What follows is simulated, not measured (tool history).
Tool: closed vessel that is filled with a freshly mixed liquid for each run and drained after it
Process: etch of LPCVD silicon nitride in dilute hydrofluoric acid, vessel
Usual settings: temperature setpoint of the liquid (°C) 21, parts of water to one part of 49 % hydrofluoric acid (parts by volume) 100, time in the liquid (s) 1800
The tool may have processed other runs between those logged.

| run | hour | temperature setpoint of the liquid (°C) | parts of water to one part of 49 % hydrofluoric acid (parts by volume) | time in the liquid (s) | read-back film thickness of the LPCVD silicon nitride reference wafer, read on the same gauge (nm) | thickness taken off the LPCVD silicon nitride on a monitor wafer (Å) |
|---|---|---|---|---|---|---|
| 1 | 0 | 21 | 75 | 1800 | 70.02 | 87.8 |
| 2 | 10.5 | 21 | 100 | 2170 | 69.97 | 80.3 |
| 3 | 22.3 | 21 | 100 | 2170 | 70.01 | 79.5 |
| 4 | 33.8 | 21 | 100 | 2170 | 69.96 | 81 |
| 5 | 40.4 | 24 | 100 | 1800 | 70 | 81.7 |
|  | 49.7 | hydrofluoric acid flow meter replaced |
| 6 | 53.1 | 21 | 100 | 1800 | 69.97 | 70.2 |
| 7 | 69.3 | 21 | 100 | 1800 | 70.04 | 70 |
| 8 | 77.7 | 21 | 100 | 2240 | 70.01 | 87.4 |
| 9 | 90.2 | 21 | 100 | 2240 | 69.93 | 88.7 |
| 10 | 100.5 | 21 | 100 | 1800 | 70.01 | 69.6 |
| 11 | 107.4 | 21 | 100 | 1800 | 70.02 | 70.6 |
|  | 112.1 | gauge calibrated |
| 12 | 114.9 | 21 | 100 | 1800 | 69.99 | 70.3 |
|  | 119.8 | hydrofluoric acid flow meter replaced, repeated, since the last time left the tool worse |
| 13 | 121.3 | 23.5 | 115 | 2085 | 70.02 | 73.3 |
|  | 125.3 | thermometer replaced |
| 14 | 130.3 | 21 | 100 | 1800 | 70.01 | 62.1 |
| 15 | 147.8 | 24.5 | 125 | 2090 | 69.96 | 72.9 |
| 16 | 156.9 | 21 | 100 | 1210 | 70.05 | 41.8 |
| 17 | 165.7 | 21 | 100 | 1800 | 70.01 | 61.7 |
| 18 | 178.8 | 25 | 100 | 1280 | 70 | 58.1 |
| 19 | 186.6 | 18 | 135 | 810 | 70.02 | 17 |
| 20 | 195.5 | 24 | 150 | 2790 | 69.98 | 78.6 |
| 21 | 208.4 | 21 | 100 | 2170 | 69.98 | 74 |
| 22 | 223.7 | 18.5 | 65 | 2655 | 69.96 | 116.6 |
| 23 | 231.5 | 17 | 60 | 2850 | 70.04 | 123.1 |
| 24 | 246.5 | 21 | 100 | 1800 | 70.02 | 62.7 |
| 25 | 255 | 21 | 100 | 1800 | 69.99 | 62.7 |
| 26 | 261.2 | 21 | 100 | 1275 | 69.98 | 44.5 |
| 27 | 277.2 | 21 | 100 | 1800 | 69.98 | 63 |
| 28 | 286.7 | 21 | 100 | 1800 | 69.98 | 62.4 |
| 29 | 294.4 | 21 | 100 | 1275 | 70 | 43.8 |
| 30 | 307.4 | 21 | 100 | 1190 | 70.01 | 41.4 |

For run 31, what comes out?
| 31 | 314 | 17 | 100 | 2425 | ? | ? |

read-back film thickness of the LPCVD silicon nitride reference wafer, read on the same gauge (nm): 70.01
thickness taken off the LPCVD silicon nitride on a monitor wafer (Å): 62.7
If the tool had no hidden condition, the same run with the same run-to-run variation would have returned thickness taken off the LPCVD silicon nitride on a monitor wafer (Å) 61.4.
